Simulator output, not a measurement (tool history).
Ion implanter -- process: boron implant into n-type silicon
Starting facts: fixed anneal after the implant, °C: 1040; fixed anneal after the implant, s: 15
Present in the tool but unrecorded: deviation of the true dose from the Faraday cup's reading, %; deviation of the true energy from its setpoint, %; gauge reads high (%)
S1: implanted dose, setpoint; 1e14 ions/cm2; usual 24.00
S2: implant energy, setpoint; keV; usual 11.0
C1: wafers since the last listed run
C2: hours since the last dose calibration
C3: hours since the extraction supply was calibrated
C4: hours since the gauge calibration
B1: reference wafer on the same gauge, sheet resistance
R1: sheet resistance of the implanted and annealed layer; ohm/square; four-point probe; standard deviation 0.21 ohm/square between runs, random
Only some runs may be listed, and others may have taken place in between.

run    hour     S1    S2    C1      C2      C3      C4     B1     R1
  1     0.0  24.00  11.0     0  1348.4   600.7  1593.8  57.70  74.17
       32.6  -- Faraday cup replaced and dose calibrated
  2    62.6  24.00  11.0  1013    30.0   663.3  1656.4  57.80  72.99
  3   125.8  24.00  11.0  1173    93.2   726.5  1719.6  57.83  73.13
  4   189.6  24.00  11.0  1184   157.0   790.3  1783.4  57.80  73.17
      205.7  -- gauge calibrated
  5   233.9  21.99  11.0   822   201.3   834.6    28.2  57.84  75.38
  6   320.2  21.99  11.0  1602   287.6   920.9   114.5  57.84  75.42
  7   409.8  24.00  13.5  1663   377.2  1010.5   204.1  57.84  66.73
  8   487.3  24.00  11.0  1439   454.7  1088.0   281.6  57.78  73.92
  9   531.0  24.00  11.0   811   498.4  1131.7   325.3  57.85  73.93
 10   619.4  24.00  11.0  1641   586.8  1220.1   413.7  57.81  74.31
 11   657.0  24.00  11.0   698   624.4  1257.7   451.3  57.75  73.94
 12   758.3  24.00  11.0  1880   725.7  1359.0   552.6  57.80  73.91
 13   823.7  24.00   8.0  1214   791.1  1424.4   618.0  57.83  86.96
 14   924.7  24.00   8.0  1875   892.1  1525.4   719.0  57.76  87.05
 15  1018.9  24.00   9.5  1749   986.3  1619.6   813.2  57.83  80.24
 16  1063.6  24.00   9.5   829  1031.0  1664.3   857.9  57.79  80.19
 17  1148.1  24.00  11.0  1569  1115.5  1748.8   942.4  57.84  74.13
 18  1212.6  24.00  11.0  1197  1180.0  1813.3  1006.9  57.75  74.26
 19  1250.2  24.00  11.0   698  1217.6  1850.9  1044.5  57.80  74.44
     1289.3  -- Faraday cup replaced and dose calibrated
 20  1344.0  24.00  14.0  1593    54.7  1944.7  1138.3  57.80  65.23
 21  1436.5  24.00  11.0  1717   147.2  2037.2  1230.8  57.77  73.34
 22  1480.1  26.87  11.0   809   190.8  2080.8  1274.4  57.81  71.97
 23  1536.7  26.57   8.0  1050   247.4  2137.4  1331.0  57.81  85.38
 24  1639.7  29.09  15.0  1912   350.4  2240.4  1434.0  57.85  59.54
 25  1724.2  24.00  11.0  1569   434.9  2324.9  1518.5  57.79  74.07
     1766.7  -- gauge calibrated
 26  1770.4  24.00  11.0   857   481.1  2371.1     3.7  57.77  74.10
 27  1873.5  24.00  12.5  1914   584.2  2474.2   106.8  57.81  69.60
     1926.8  -- extraction supply calibrated
 28  1952.2  24.00   7.0  1312   662.9    25.4   185.5  57.82  91.30
 29  2045.0  24.00   7.5  1723   755.7   118.2   278.3  57.77  88.46
 30  2143.4  28.98  13.0  1827   854.1   216.6   376.7  57.78  63.88
 31  2231.8  24.00  11.0  1641   942.5   305.0   465.1  57.81  73.44
 32  2324.7  26.21  13.5  1724  1035.4   397.9   558.0  57.86  64.37
 33  2402.0  24.00   9.0  1435  1112.7   475.2   635.3  57.84  81.35
 34  2483.0  26.77  14.5  1504  1193.7   556.2   716.3  57.75  61.87
 35  2567.0  28.98  13.0  1559  1277.7   640.2   800.3  57.79  64.16
 36  2627.0  17.48  12.5  1114  1337.7   700.2   860.3  57.85  79.05
 37  2715.9  19.19   9.0  1650  1426.6   789.1   949.2  57.84  86.52
     2732.3  -- Faraday cup replaced and dose calibrated
 38  2777.4  18.17   9.5   993    45.1   850.6  1010.7  57.83  85.17

The tool's hidden state at each run:
gauge reads high (%): 0 at every run
H1: deviation of the true dose from the Faraday cup's reading, %
H2: deviation of the true energy from its setpoint, %
run      H1        H2
  1   -5.86     -2.58
  2  -0.537     -2.72
  3    -1.2     -2.86
  4   -1.77     -2.98
  5   -2.12     -3.06
  6   -2.72     -3.21
  7   -3.22     -3.34
  8   -3.58     -3.44
  9   -3.76     -3.49
 10   -4.07     -3.59
 11   -4.18     -3.63
 12   -4.44     -3.73
 13   -4.58     -3.78
 14   -4.76     -3.86
 15   -4.89     -3.92
 16   -4.95     -3.95
 17   -5.04        -4
 18   -5.09     -4.03
 19   -5.12     -4.05
 20   -0.47     -4.09
 21   -1.35     -4.12
 22   -1.71     -4.14
 23   -2.12     -4.16
 24   -2.75     -4.19
 25   -3.16     -4.21
 26   -3.36     -4.22
 27   -3.72     -4.24
 28   -3.95  -0.00144
 29   -4.17     -0.45
 30   -4.36    -0.868
 31    -4.5      -1.2
 32   -4.62     -1.51
 33    -4.7     -1.74
 34   -4.77     -1.96
 35   -4.83     -2.16
 36   -4.87     -2.29
 37   -4.91     -2.47
 38  -0.735     -2.58

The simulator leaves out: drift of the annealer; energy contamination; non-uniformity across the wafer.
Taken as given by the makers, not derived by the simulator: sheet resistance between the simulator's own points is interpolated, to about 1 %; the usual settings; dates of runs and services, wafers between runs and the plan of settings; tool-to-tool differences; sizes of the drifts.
